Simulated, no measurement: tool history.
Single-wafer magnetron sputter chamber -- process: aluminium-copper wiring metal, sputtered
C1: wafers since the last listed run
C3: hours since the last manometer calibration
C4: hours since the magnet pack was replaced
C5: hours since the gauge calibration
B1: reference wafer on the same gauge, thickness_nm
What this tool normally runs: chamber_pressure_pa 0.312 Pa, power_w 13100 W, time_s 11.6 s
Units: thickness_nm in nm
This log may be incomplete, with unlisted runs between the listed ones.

Run 1, hour 0.0: usual settings; C1 0; wafers on the sputter target 11314; C3 1252.5; C4 6791.3; C5 378.1; B1 267.469. Result: thickness_nm 268.065 nm.
At hour 16.7: sputter target and shields replaced.
Run 2, hour 86.8: usual settings but power_w 10750 W; C1 2791; wafers on the sputter target 2482; C3 1339.3; C4 6878.1; C5 464.9; B1 266.716. Result: thickness_nm 227.335 nm.
Run 3, hour 164.1: usual settings but power_w 10750 W; C1 2738; wafers on the sputter target 5221; C3 1416.6; C4 6955.4; C5 542.2; B1 266.781. Result: thickness_nm 226.710 nm.
Run 4, hour 248.4: usual settings; C1 2986; wafers on the sputter target 8207; C3 1500.9; C4 7039.7; C5 626.5; B1 266.707. Result: thickness_nm 271.814 nm.
Run 5, hour 329.4: usual settings; C1 2869; wafers on the sputter target 11076; C3 1581.9; C4 7120.7; C5 707.5; B1 267.126. Result: thickness_nm 267.690 nm.
At hour 387.5: sputter target and shields replaced.
Run 6, hour 426.1: usual settings; C1 3142; wafers on the sputter target 1365; C3 1678.6; C4 7217.4; C5 804.2; B1 266.954. Result: thickness_nm 279.792 nm.
Run 7, hour 504.1: usual settings but time_s 12.7 s; C1 2762; wafers on the sputter target 4128; C3 1756.6; C4 7295.4; C5 882.2; B1 266.740. Result: thickness_nm 301.511 nm.
At hour 694.7: capacitance manometer re-zeroed and calibrated.
At hour 713.1: gauge calibrated.
Run 8, hour 747.0: usual settings but time_s 12.7 s; C1 8320; wafers on the sputter target 12449; C3 52.3; C4 7538.3; C5 33.9; B1 266.814. Result: thickness_nm 291.138 nm.
At hour 770.2: sputter target and shields replaced.
Run 9, hour 798.4: usual settings but chamber_pressure_pa 0.241 Pa, power_w 15100 W; C1 1537; wafers on the sputter target 997; C3 103.7; C4 7589.7; C5 85.3; B1 267.057. Result: thickness_nm 345.892 nm.
Run 10, hour 863.5: usual settings but chamber_pressure_pa 0.241 Pa, power_w 15100 W; C1 2306; wafers on the sputter target 3304; C3 168.8; C4 7654.8; C5 150.4; B1 267.486. Result: thickness_nm 344.226 nm.
Run 11, hour 941.5: usual settings but chamber_pressure_pa 0.241 Pa, power_w 15100 W; C1 2762; wafers on the sputter target 6067; C3 246.8; C4 7732.8; C5 228.4; B1 266.846. Result: thickness_nm 337.775 nm.
Run 12, hour 994.7: usual settings but chamber_pressure_pa 0.200 Pa, power_w 11850 W, time_s 10.8 s; C1 1884; wafers on the sputter target 7951; C3 300.0; C4 7786.0; C5 281.6; B1 267.046. Result: thickness_nm 254.614 nm.
Run 13, hour 1038.6: usual settings; C1 1555; wafers on the sputter target 9506; C3 343.9; C4 7829.9; C5 325.5; B1 267.000. Result: thickness_nm 272.189 nm.
Run 14, hour 1095.4: usual settings; C1 2012; wafers on the sputter target 11518; C3 400.7; C4 7886.7; C5 382.3; B1 266.928. Result: thickness_nm 270.698 nm.
At hour 1147.1: sputter target and shields replaced.
At hour 1190.5: magnet pack replaced.
Run 15, hour 1201.5: usual settings but chamber_pressure_pa 0.374 Pa, power_w 10850 W, time_s 9.3 s; C1 3191; wafers on the sputter target 1643; C3 506.8; C4 11.0; C5 488.4; B1 266.891. Result: thickness_nm 175.173 nm.
Run 16, hour 1273.6: usual settings but chamber_pressure_pa 0.215 Pa; C1 2553; wafers on the sputter target 4197; C3 578.9; C4 83.1; C5 560.5; B1 266.781. Result: thickness_nm 303.117 nm.
Run 17, hour 1349.1: usual settings but power_w 12000 W; C1 2674; wafers on the sputter target 6871; C3 654.4; C4 158.6; C5 636.0; B1 266.940. Result: thickness_nm 253.577 nm.
Run 18, hour 1393.0: usual settings but chamber_pressure_pa 0.422 Pa, power_w 14400 W, time_s 13.2 s; C1 1555; wafers on the sputter target 8426; C3 698.3; C4 202.5; C5 679.9; B1 267.031. Result: thickness_nm 309.115 nm.
At hour 1467.5: sputter target and shields replaced.
Run 19, hour 1500.5: usual settings but chamber_pressure_pa 0.263 Pa; C1 3524; wafers on the sputter target 1170; C3 805.8; C4 310.0; C5 787.4; B1 267.272. Result: thickness_nm 293.687 nm.
Run 20, hour 1572.1: usual settings but chamber_pressure_pa 0.199 Pa, power_w 16300 W; C1 2536; wafers on the sputter target 3706; C3 877.4; C4 381.6; C5 859.0; B1 267.200. Result: thickness_nm 383.241 nm.
Run 21, hour 1668.0: usual settings but power_w 11000 W, time_s 10.5 s; C1 3397; wafers on the sputter target 7103; C3 973.3; C4 477.5; C5 954.9; B1 266.967. Result: thickness_nm 208.526 nm.
Run 22, hour 1754.0: usual settings but chamber_pressure_pa 0.422 Pa, power_w 14400 W, time_s 13.2 s; C1 3046; wafers on the sputter target 10150; C3 1059.3; C4 563.5; C5 1040.9; B1 267.022. Result: thickness_nm 308.872 nm.
Run 23, hour 1792.5: usual settings; C1 1363; wafers on the sputter target 11514; C3 1097.8; C4 602.0; C5 1079.4; B1 266.951. Result: thickness_nm 267.657 nm.

Below are 4 alternative next runs, each starting from the tool's condition after run 23. Predict each:
Run A, hour 1792.9: usual settings but chamber_pressure_pa 0.413 Pa; C1 14; wafers on the sputter target 11528; C3 1098.2; C4 602.4; C5 1079.8; B1 ?. Result: thickness_nm ?.
Run B, hour 1792.9: usual settings but chamber_pressure_pa 0.232 Pa, power_w 14000 W; C1 14; wafers on the sputter target 11528; C3 1098.2; C4 602.4; C5 1079.8; B1 ?. Result: thickness_nm ?.
Run C, hour 1792.9: usual settings but power_w 14950 W, time_s 12.4 s; C1 14; wafers on the sputter target 11528; C3 1098.2; C4 602.4; C5 1079.8; B1 ?. Result: thickness_nm ?.
Run D, hour 1792.9: usual settings but chamber_pressure_pa 0.205 Pa; C1 14; wafers on the sputter target 11528; C3 1098.2; C4 602.4; C5 1079.8; B1 ?. Result: thickness_nm ?.

run       B1  thickness_nm
  A  266.960       245.006
  B  266.960       308.236
  C  266.960       326.971
  D  266.960       295.781
With the hidden condition removed and each run's random variation left untouched, the same runs would have given:
run  thickness_nm
  A       257.796
  B       324.328
  C       344.040
  D       311.221

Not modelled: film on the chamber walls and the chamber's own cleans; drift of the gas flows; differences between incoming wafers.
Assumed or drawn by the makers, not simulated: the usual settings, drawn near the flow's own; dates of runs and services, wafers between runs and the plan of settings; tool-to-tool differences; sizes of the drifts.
